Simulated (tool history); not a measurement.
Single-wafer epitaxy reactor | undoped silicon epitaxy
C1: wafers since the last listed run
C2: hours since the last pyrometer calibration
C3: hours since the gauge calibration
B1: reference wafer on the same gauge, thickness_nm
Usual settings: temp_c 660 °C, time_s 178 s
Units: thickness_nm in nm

Run 1, hour 0.0: usual settings but temp_c 650 °C; C1 0; C2 2882.6; C3 1620.4; B1 32.201. Result: thickness_nm 29.712 nm.
At hour 44.4: pyrometer calibrated.
Run 2, hour 242.5: usual settings but temp_c 650 °C; C1 1835; C2 198.1; C3 1862.9; B1 32.188. Result: thickness_nm 31.083 nm.
Run 3, hour 331.3: usual settings but temp_c 650 °C; C1 695; C2 286.9; C3 1951.7; B1 32.157. Result: thickness_nm 31.222 nm.
Run 4, hour 374.2: usual settings; C1 335; C2 329.8; C3 1994.6; B1 32.246. Result: thickness_nm 38.160 nm.
Run 5, hour 423.1: usual settings; C1 382; C2 378.7; C3 2043.5; B1 32.147. Result: thickness_nm 38.010 nm.
Run 6, hour 506.9: usual settings; C1 655; C2 462.5; C3 2127.3; B1 32.187. Result: thickness_nm 37.706 nm.
Run 7, hour 587.5: usual settings; C1 630; C2 543.1; C3 2207.9; B1 32.208. Result: thickness_nm 38.307 nm.
Run 8, hour 675.1: usual settings; C1 685; C2 630.7; C3 2295.5; B1 32.256. Result: thickness_nm 37.658 nm.
Run 9, hour 730.4: usual settings; C1 432; C2 686.0; C3 2350.8; B1 32.216. Result: thickness_nm 37.773 nm.
Run 10, hour 838.4: usual settings but temp_c 664 °C; C1 845; C2 794.0; C3 2458.8; B1 32.199. Result: thickness_nm 41.165 nm.
Run 11, hour 903.3: usual settings but temp_c 664 °C; C1 507; C2 858.9; C3 2523.7; B1 32.169. Result: thickness_nm 40.963 nm.
Run 12, hour 1006.1: usual settings; C1 804; C2 961.7; C3 2626.5; B1 32.181. Result: thickness_nm 37.533 nm.
Run 13, hour 1076.8: usual settings; C1 553; C2 1032.4; C3 2697.2; B1 32.157. Result: thickness_nm 37.941 nm.
Run 14, hour 1183.1: usual settings; C1 832; C2 1138.7; C3 2803.5; B1 32.231. Result: thickness_nm 37.813 nm.
Run 15, hour 1243.9: usual settings; C1 475; C2 1199.5; C3 2864.3; B1 32.166. Result: thickness_nm 37.519 nm.
At hour 1282.3: gauge calibrated.
Run 16, hour 1291.8: usual settings; C1 374; C2 1247.4; C3 9.5; B1 32.180. Result: thickness_nm 37.494 nm.
Run 17, hour 1360.0: usual settings; C1 533; C2 1315.6; C3 77.7; B1 32.171. Result: thickness_nm 37.584 nm.
Run 18, hour 1441.5: usual settings; C1 637; C2 1397.1; C3 159.2; B1 32.195. Result: thickness_nm 37.119 nm.
Run 19, hour 1486.2: usual settings but temp_c 671 °C; C1 349; C2 1441.8; C3 203.9; B1 32.174. Result: thickness_nm 46.875 nm.
Run 20, hour 1587.1: usual settings but time_s 158 s; C1 789; C2 1542.7; C3 304.8; B1 32.230. Result: thickness_nm 33.234 nm.
Run 21, hour 1666.1: usual settings but time_s 202 s; C1 618; C2 1621.7; C3 383.8; B1 32.161. Result: thickness_nm 42.544 nm.
Run 22, hour 1767.5: usual settings but temp_c 673 °C, time_s 189 s; C1 793; C2 1723.1; C3 485.2; B1 32.183. Result: thickness_nm 51.635 nm.
Run 23, hour 1812.9: usual settings but temp_c 665 °C, time_s 209 s; C1 355; C2 1768.5; C3 530.6; B1 32.198. Result: thickness_nm 48.392 nm.
Run 24, hour 1881.1: usual settings; C1 533; C2 1836.7; C3 598.8; B1 32.203. Result: thickness_nm 37.404 nm.
Run 25, hour 1941.4: usual settings but time_s 208 s; C1 471; C2 1897.0; C3 659.1; B1 32.252. Result: thickness_nm 43.290 nm.
Run 26, hour 2194.1: usual settings but time_s 157 s; C1 1977; C2 2149.7; C3 911.8; B1 32.161. Result: thickness_nm 32.986 nm.
Run 27, hour 2263.3: usual settings; C1 541; C2 2218.9; C3 981.0; B1 32.188. Result: thickness_nm 37.075 nm.
At hour 2341.8: pyrometer calibrated.
Run 28, hour 2342.3: usual settings but temp_c 647 °C, time_s 208 s; C1 555; C2 0.5; C3 1060.0; B1 32.140. Result: thickness_nm 34.333 nm.
Run 29, hour 2390.1: usual settings but time_s 206 s; C1 374; C2 48.3; C3 1107.8; B1 32.209. Result: thickness_nm 44.813 nm.
Run 30, hour 2480.5: usual settings but time_s 166 s; C1 707; C2 138.7; C3 1198.2; B1 32.202. Result: thickness_nm 35.965 nm.
Run 31, hour 2581.6: usual settings but temp_c 673 °C, time_s 193 s; C1 791; C2 239.8; C3 1299.3; B1 32.172. Result: thickness_nm 54.299 nm.
Run 32, hour 2668.2: usual settings; C1 677; C2 326.4; C3 1385.9; B1 32.224. Result: thickness_nm 38.193 nm.
Run 33, hour 2747.1: usual settings but temp_c 666 °C, time_s 153 s; C1 617; C2 405.3; C3 1464.8; B1 32.190. Result: thickness_nm 37.349 nm.
Run 34, hour 2841.9: usual settings but temp_c 667 °C, time_s 195 s; C1 741; C2 500.1; C3 1559.6; B1 32.280. Result: thickness_nm 48.117 nm.
Run 35, hour 2928.8: usual settings but temp_c 669 °C, time_s 193 s; C1 680; C2 587.0; C3 1646.5; B1 32.244. Result: thickness_nm 49.870 nm.

Measured less the same run without the tool's hidden state. The same run-to-run variation is in both; the gauge's scatter may not be:
The hidden state here: wafer temperature above the value expected at the setpoint (K); gauge reads high (%).
run  thickness_nm
  1        -1.145
  2        -0.163
  3        -0.204
  4        -0.268
  5        -0.294
  6        -0.337
  7        -0.387
  8        -0.428
  9        -0.460
 10        -0.560
 11        -0.596
 12        -0.607
 13        -0.653
 14        -0.709
 15        -0.737
 16        -0.763
 17        -0.802
 18        -0.837
 19        -1.063
 20        -0.820
 21        -1.099
 22        -1.374
 23        -1.341
 24        -1.086
 25        -1.295
 26        -1.110
 27        -1.285
 28        +0.244
 29        +0.280
 30        +0.178
 31        +0.186
 32        +0.087
 33        +0.043
 34        -0.010
 35        -0.071
